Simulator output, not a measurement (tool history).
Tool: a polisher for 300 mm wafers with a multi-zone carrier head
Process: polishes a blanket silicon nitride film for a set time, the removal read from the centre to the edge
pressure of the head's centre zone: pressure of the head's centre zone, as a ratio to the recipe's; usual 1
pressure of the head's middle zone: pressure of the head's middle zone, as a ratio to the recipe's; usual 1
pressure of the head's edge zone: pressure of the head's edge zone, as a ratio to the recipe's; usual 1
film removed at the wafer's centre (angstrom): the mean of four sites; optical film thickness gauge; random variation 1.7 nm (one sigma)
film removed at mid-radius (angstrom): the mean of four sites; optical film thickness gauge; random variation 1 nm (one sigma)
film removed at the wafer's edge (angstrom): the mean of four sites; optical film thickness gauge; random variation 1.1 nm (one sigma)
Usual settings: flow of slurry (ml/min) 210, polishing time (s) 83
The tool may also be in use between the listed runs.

| run | day | flow of slurry (ml/min) | pressure of the head's centre zone | pressure of the head's middle zone | pressure of the head's edge zone | polishing time (s) | wafers since the last listed run | wafers polished on this pad | hours since the slurry nozzle was cleaned | hours since the centre zone pressure was calibrated | hours since the edge zone pressure was calibrated | hours since the carrier head's membrane was replaced | incoming thickness of the incoming film, nm | film removed at the wafer's centre (angstrom) | film removed at mid-radius (angstrom) | film removed at the wafer's edge (angstrom) |
|---|---|---|---|---|---|---|---|---|---|---|---|---|---|---|---|---|
| 1 | 0 | 210 | 1 | 1 | 1 | 83 | 0 | 2307 | 361.5 | 558.9 | 155.2 | 479.3 | 458.1 | 1065 | 1031 | 1033 |
|  | 0.417 | centre zone pressure recalibrated |
| 2 | 1.9 | 210 | 1 | 1 | 0.9 | 83 | 583 | 2890 | 407.1 | 35.6 | 200.8 | 524.9 | 453.2 | 1045 | 1011 | 987 |
| 3 | 4.775 | 210 | 0.95 | 1 | 0.94 | 66 | 923 | 3814 | 476.1 | 104.6 | 269.8 | 593.9 | 449.9 | 768 | 792 | 785 |
| 4 | 5.829 | 210 | 1 | 0.9 | 1 | 83 | 338 | 4152 | 501.4 | 129.9 | 295.1 | 619.2 | 447.9 | 1017 | 908 | 982 |
| 5 | 7.808 | 190 | 1 | 1 | 1 | 66 | 635 | 4788 | 548.9 | 177.4 | 342.6 | 666.7 | 446 | 774 | 782 | 775 |
|  | 10.504 | worn pad replaced by a new one |
| 6 | 10.762 | 175 | 1 | 1 | 1 | 71 | 895 | 82 | 619.8 | 248.3 | 413.5 | 737.6 | 452.4 | 918 | 905 | 910 |
| 7 | 13.362 | 185 | 0.92 | 1 | 1 | 83 | 835 | 918 | 682.2 | 310.7 | 475.9 | 800 | 444 | 986 | 1042 | 1058 |
| 8 | 14.5 | 210 | 1 | 1.11 | 1 | 93 | 365 | 1283 | 709.5 | 338 | 503.2 | 827.3 | 450.2 | 1218 | 1291 | 1171 |
| 9 | 16.483 | 210 | 1.07 | 1 | 1 | 58 | 637 | 1920 | 757.1 | 385.6 | 550.8 | 874.9 | 441.9 | 820 | 736 | 733 |
| 10 | 17.717 | 210 | 1 | 1.05 | 0.89 | 68 | 396 | 2316 | 786.7 | 415.2 | 580.4 | 904.5 | 452.3 | 874 | 880 | 834 |
|  | 18.238 | slurry nozzle cleaned |
| 11 | 20.429 | 210 | 0.93 | 0.96 | 1.07 | 83 | 858 | 3174 | 52.6 | 480.3 | 645.5 | 969.6 | 450.3 | 992 | 992 | 1037 |
| 12 | 21.938 | 210 | 1 | 0.91 | 1 | 83 | 484 | 3659 | 88.8 | 516.5 | 681.7 | 1005.8 | 447.3 | 1012 | 942 | 994 |
| 13 | 23.392 | 210 | 1 | 1 | 1 | 83 | 467 | 4126 | 123.7 | 551.4 | 716.6 | 1040.7 | 444.5 | 997 | 1005 | 985 |
| 14 | 25.808 | 210 | 1 | 1 | 1 | 83 | 776 | 4902 | 181.7 | 609.4 | 774.6 | 1098.7 | 451 | 1004 | 1005 | 982 |
| 15 | 28.704 | 245 | 1 | 1 | 1 | 83 | 930 | 5833 | 251.2 | 678.9 | 844.1 | 1168.2 | 447.2 | 1015 | 985 | 976 |
| 16 | 30.738 | 210 | 1 | 1 | 1 | 83 | 653 | 6486 | 300 | 727.7 | 892.9 | 1217 | 450 | 981 | 948 | 955 |
|  | 30.854 | centre zone pressure recalibrated |
|  | 33.104 | worn pad replaced by a new one |
| 17 | 33.217 | 250 | 1 | 1 | 1 | 83 | 716 | 36 | 359.5 | 56.7 | 952.4 | 1276.5 | 448.5 | 1135 | 1108 | 1114 |
| 18 | 34.229 | 210 | 1 | 1 | 1 | 83 | 325 | 361 | 383.8 | 81 | 976.7 | 1300.8 | 453.6 | 1091 | 1061 | 1092 |
| 19 | 35.271 | 210 | 1 | 1 | 1 | 83 | 334 | 696 | 408.8 | 106 | 1001.7 | 1325.8 | 453.5 | 1102 | 1079 | 1067 |
|  | 36.417 | edge zone pressure recalibrated |
| 20 | 42.612 | 175 | 1.12 | 0.92 | 1.08 | 83 | 2331 | 3028 | 585 | 282.2 | 148.7 | 1502 | 456.4 | 1110 | 923 | 1033 |
| 21 | 43.808 | 265 | 1 | 0.96 | 0.97 | 55 | 384 | 3412 | 613.7 | 310.9 | 177.4 | 1530.7 | 450 | 700 | 667 | 684 |
|  | 44.321 | carrier head's membrane replaced by a new one |
| 22 | 45.846 | 270 | 0.96 | 1 | 1 | 83 | 587 | 4000 | 662.6 | 359.8 | 226.3 | 36.6 | 449.9 | 992 | 1031 | 1008 |
| 23 | 47.675 | 210 | 1 | 1 | 1 | 83 | 587 | 4587 | 706.5 | 403.7 | 270.2 | 80.5 | 447.5 | 1002 | 984 | 987 |

3 ways to go on from here, each from the tool as it stands after run 23. What would each give?
| A | 47.692 | 210 | 1 | 1 | 1 | 83 | 5 | 4593 | 706.9 | 404.1 | 270.6 | 80.9 | 453.7 | ? | ? | ? |
| B | 47.692 | 165 | 1 | 1 | 1.09 | 83 | 5 | 4593 | 706.9 | 404.1 | 270.6 | 80.9 | 453.7 | ? | ? | ? |
| C | 47.692 | 210 | 1 | 1 | 1 | 72 | 5 | 4593 | 706.9 | 404.1 | 270.6 | 80.9 | 453.7 | ? | ? | ? |

| run | film removed at the wafer's centre (angstrom) | film removed at mid-radius (angstrom) | film removed at the wafer's edge (angstrom) |
|---|---|---|---|
| A | 968 | 986 | 995 |
| B | 924 | 945 | 994 |
| C | 840 | 855 | 863 |
Without the tool's hidden state the same runs would have given:
| run | film removed at the wafer's centre (angstrom) | film removed at mid-radius (angstrom) | film removed at the wafer's edge (angstrom) |
|---|---|---|---|
| A | 1085 | 1105 | 1114 |
| B | 1035 | 1059 | 1113 |
| C | 941 | 958 | 966 |

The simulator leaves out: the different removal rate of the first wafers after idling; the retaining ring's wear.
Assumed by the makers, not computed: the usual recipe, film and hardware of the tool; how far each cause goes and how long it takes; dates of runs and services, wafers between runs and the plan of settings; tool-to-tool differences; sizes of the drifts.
